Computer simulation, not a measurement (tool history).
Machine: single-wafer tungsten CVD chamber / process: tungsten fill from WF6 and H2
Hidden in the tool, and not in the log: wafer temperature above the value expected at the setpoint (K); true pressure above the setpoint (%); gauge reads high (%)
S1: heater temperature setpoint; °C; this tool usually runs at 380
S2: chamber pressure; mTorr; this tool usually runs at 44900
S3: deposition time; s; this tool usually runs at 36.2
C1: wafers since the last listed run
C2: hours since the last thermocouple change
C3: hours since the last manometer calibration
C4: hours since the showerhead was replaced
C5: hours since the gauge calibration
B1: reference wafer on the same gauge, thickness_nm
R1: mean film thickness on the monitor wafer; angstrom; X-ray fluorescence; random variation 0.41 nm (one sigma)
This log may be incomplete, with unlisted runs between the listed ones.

Run 1, hour 0.0: usual settings; C1 0; C2 1996.9; C3 1746.2; C4 5360.5; C5 140.5; B1 69.661. Result: R1 873.58 angstrom.
Run 2, hour 31.6: usual settings; C1 931; C2 2028.5; C3 1777.8; C4 5392.1; C5 172.1; B1 69.562. Result: R1 871.95 angstrom.
Run 3, hour 54.2: usual settings; C1 666; C2 2051.1; C3 1800.4; C4 5414.7; C5 194.7; B1 69.612. Result: R1 885.29 angstrom.
Run 4, hour 77.8: usual settings but S3 38.7 s; C1 695; C2 2074.7; C3 1824.0; C4 5438.3; C5 218.3; B1 69.573. Result: R1 949.48 angstrom.
Run 5, hour 90.3: usual settings but S3 38.7 s; C1 368; C2 2087.2; C3 1836.5; C4 5450.8; C5 230.8; B1 69.566. Result: R1 953.59 angstrom.
Run 6, hour 124.8: usual settings; C1 1017; C2 2121.7; C3 1871.0; C4 5485.3; C5 265.3; B1 69.525. Result: R1 892.79 angstrom.
Run 7, hour 144.1: usual settings; C1 568; C2 2141.0; C3 1890.3; C4 5504.6; C5 284.6; B1 69.564. Result: R1 892.02 angstrom.
At hour 167.3: thermocouple changed; heater temperature recalibrated.
Run 8, hour 167.8: usual settings; C1 462; C2 0.5; C3 1914.0; C4 5528.3; C5 308.3; B1 69.685. Result: R1 797.30 angstrom.
Run 9, hour 183.4: usual settings but S2 53600 mTorr; C1 459; C2 16.1; C3 1929.6; C4 5543.9; C5 323.9; B1 69.545. Result: R1 887.88 angstrom.
At hour 186.7: gauge calibrated.
Run 10, hour 207.1: usual settings but S2 40800 mTorr; C1 698; C2 39.8; C3 1953.3; C4 5567.6; C5 20.4; B1 69.723. Result: R1 760.00 angstrom.
Run 11, hour 226.5: usual settings but S2 40800 mTorr; C1 571; C2 59.2; C3 1972.7; C4 5587.0; C5 39.8; B1 69.662. Result: R1 761.21 angstrom.
Run 12, hour 256.6: usual settings but S1 371 °C, S2 34400 mTorr, S3 33.0 s; C1 887; C2 89.3; C3 2002.8; C4 5617.1; C5 69.9; B1 69.724. Result: R1 521.71 angstrom.
Run 13, hour 275.2: usual settings but S3 29.8 s; C1 548; C2 107.9; C3 2021.4; C4 5635.7; C5 88.5; B1 69.600. Result: R1 662.62 angstrom.
At hour 291.4: capacitance manometer re-zeroed and calibrated.
Run 14, hour 307.4: usual settings; C1 713; C2 140.1; C3 16.0; C4 5667.9; C5 120.7; B1 69.557. Result: R1 799.25 angstrom.
Run 15, hour 325.8: usual settings but S1 366 °C, S2 41600 mTorr, S3 41.8 s; C1 542; C2 158.5; C3 34.4; C4 5686.3; C5 139.1; B1 69.605. Result: R1 689.84 angstrom.
Run 16, hour 357.7: usual settings but S1 387 °C, S2 36600 mTorr, S3 38.5 s; C1 940; C2 190.4; C3 66.3; C4 5718.2; C5 171.0; B1 69.649. Result: R1 854.81 angstrom.
Run 17, hour 374.8: usual settings but S1 374 °C, S2 38700 mTorr; C1 504; C2 207.5; C3 83.4; C4 5735.3; C5 188.1; B1 69.625. Result: R1 658.19 angstrom.
At hour 400.4: showerhead replaced.
Run 18, hour 402.7: usual settings but S1 371 °C, S3 41.8 s; C1 586; C2 235.4; C3 111.3; C4 2.3; C5 216.0; B1 69.589. Result: R1 794.04 angstrom.
Run 19, hour 429.7: usual settings; C1 795; C2 262.4; C3 138.3; C4 29.3; C5 243.0; B1 69.477. Result: R1 807.48 angstrom.
Run 20, hour 468.9: usual settings; C1 1155; C2 301.6; C3 177.5; C4 68.5; C5 282.2; B1 69.616. Result: R1 799.93 angstrom.
Run 21, hour 496.8: usual settings but S1 371 °C, S2 40200 mTorr, S3 39.7 s; C1 822; C2 329.5; C3 205.4; C4 96.4; C5 310.1; B1 69.587. Result: R1 697.51 angstrom.
At hour 513.3: gauge calibrated.
Run 22, hour 521.6: usual settings but S2 55600 mTorr, S3 29.1 s; C1 731; C2 354.3; C3 230.2; C4 121.2; C5 8.3; B1 69.547. Result: R1 722.36 angstrom.
Run 23, hour 535.1: usual settings but S1 384 °C, S2 38700 mTorr, S3 32.4 s; C1 397; C2 367.8; C3 243.7; C4 134.7; C5 21.8; B1 69.560. Result: R1 705.83 angstrom.

Predict each of these 3 candidate next runs independently; none follows another, all start after run 23:
Run A, hour 535.5: usual settings; C1 11; C2 368.2; C3 244.1; C4 135.1; C5 22.2; B1 ?. Result: R1 ?.
Run B, hour 535.5: usual settings but S1 368 °C, S2 51100 mTorr, S3 39.5 s; C1 11; C2 368.2; C3 244.1; C4 135.1; C5 22.2; B1 ?. Result: R1 ?.
Run C, hour 535.5: usual settings but S2 52800 mTorr, S3 42.8 s; C1 11; C2 368.2; C3 244.1; C4 135.1; C5 22.2; B1 ?. Result: R1 ?.

run      B1       R1
  A  69.595   804.42
  B  69.595   758.37
  C  69.595  1041.44
The same runs, with their run-to-run variation unchanged, on a tool lacking any hidden condition would have given:
run       R1
  A   802.65
  B   756.60
  C  1039.15
